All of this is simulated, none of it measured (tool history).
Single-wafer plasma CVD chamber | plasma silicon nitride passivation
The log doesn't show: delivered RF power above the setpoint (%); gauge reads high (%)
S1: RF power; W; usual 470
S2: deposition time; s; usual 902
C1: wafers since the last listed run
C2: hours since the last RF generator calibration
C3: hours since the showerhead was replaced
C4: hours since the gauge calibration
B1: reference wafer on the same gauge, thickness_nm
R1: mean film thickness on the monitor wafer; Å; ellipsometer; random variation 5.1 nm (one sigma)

| run | hour | S1 | S2 | C1 | C2 | C3 | C4 | B1 | R1 |
|---|---|---|---|---|---|---|---|---|---|
| 1 | 0 | 470 | 902 | 0 | 773 | 6204.8 | 717.2 | 1610.558 | 13734.64 |
| 2 | 63.2 | 470 | 902 | 94 | 836.2 | 6268 | 780.4 | 1610.344 | 13774.2 |
| 3 | 143.8 | 470 | 902 | 121 | 916.8 | 6348.6 | 861 | 1610.368 | 13719.42 |
| 4 | 241.4 | 470 | 902 | 146 | 1014.4 | 6446.2 | 958.6 | 1609.309 | 13743.69 |
|  | 292.4 | RF generator calibrated |
| 5 | 347.4 | 470 | 1009 | 147 | 55 | 6552.2 | 1064.6 | 1609.533 | 15503.49 |
| 6 | 418.2 | 470 | 1009 | 106 | 125.8 | 6623 | 1135.4 | 1610.636 | 15492.34 |
| 7 | 471.8 | 470 | 1009 | 80 | 179.4 | 6676.6 | 1189 | 1610.243 | 15532.05 |
| 8 | 513.5 | 470 | 863 | 62 | 221.1 | 6718.3 | 1230.7 | 1609.674 | 13264.36 |
| 9 | 597.3 | 470 | 863 | 125 | 304.9 | 6802.1 | 1314.5 | 1610.92 | 13304.94 |
| 10 | 688.2 | 415 | 902 | 136 | 395.8 | 6893 | 1405.4 | 1610.205 | 13431.82 |
| 11 | 792.1 | 470 | 1013 | 156 | 499.7 | 6996.9 | 1509.3 | 1611.317 | 15473.5 |
| 12 | 833.5 | 470 | 902 | 62 | 541.1 | 7038.3 | 1550.7 | 1608.858 | 13720.73 |
| 13 | 901.8 | 410 | 816 | 102 | 609.4 | 7106.6 | 1619 | 1609.179 | 12129.39 |
|  | 911.3 | showerhead replaced |
| 14 | 993.4 | 470 | 1013 | 125 | 701 | 82.1 | 1710.6 | 1609.375 | 15397.77 |
| 15 | 1035.2 | 500 | 991 | 62 | 742.8 | 123.9 | 1752.4 | 1609.067 | 15374.23 |
| 16 | 1128 | 545 | 813 | 139 | 835.6 | 216.7 | 1845.2 | 1610.569 | 12851.82 |
| 17 | 1201.3 | 470 | 902 | 110 | 908.9 | 290 | 1918.5 | 1609.881 | 13660.19 |
|  | 1214.2 | RF generator calibrated |
|  | 1234 | gauge calibrated |
| 18 | 1301.2 | 470 | 902 | 138 | 87 | 389.9 | 67.2 | 1611.363 | 13866.66 |
| 19 | 1404 | 425 | 762 | 154 | 189.8 | 492.7 | 170 | 1608.664 | 11463.49 |
| 20 | 1504.6 | 385 | 902 | 151 | 290.4 | 593.3 | 270.6 | 1611.057 | 13221.29 |
| 21 | 1575.8 | 470 | 839 | 106 | 361.6 | 664.5 | 341.8 | 1609.646 | 12883.19 |
| 22 | 1643.6 | 525 | 1025 | 101 | 429.4 | 732.3 | 409.6 | 1609.695 | 16120.3 |
| 23 | 1700.7 | 525 | 852 | 85 | 486.5 | 789.4 | 466.7 | 1607.816 | 13386.48 |
| 24 | 1788.4 | 430 | 902 | 131 | 574.2 | 877.1 | 554.4 | 1609.709 | 13453.78 |

4 ways to go on from here, each from the tool as it stands after run 24. What would each give?
| A | 1789.1 | 470 | 902 | 1 | 574.9 | 877.8 | 555.1 | ? | ? |
| B | 1789.1 | 470 | 750 | 1 | 574.9 | 877.8 | 555.1 | ? | ? |
| C | 1789.1 | 545 | 1039 | 1 | 574.9 | 877.8 | 555.1 | ? | ? |
| D | 1789.1 | 425 | 743 | 1 | 574.9 | 877.8 | 555.1 | ? | ? |

| run | B1 | R1 |
|---|---|---|
| A | 1610.723 | 13807.95 |
| B | 1610.723 | 11481.11 |
| C | 1610.723 | 16451.75 |
| D | 1610.723 | 11123.51 |
Without the tool's hidden state the same runs would have given:
| run | R1 |
|---|---|
| A | 13904.71 |
| B | 11561.56 |
| C | 16567.04 |
| D | 11201.46 |
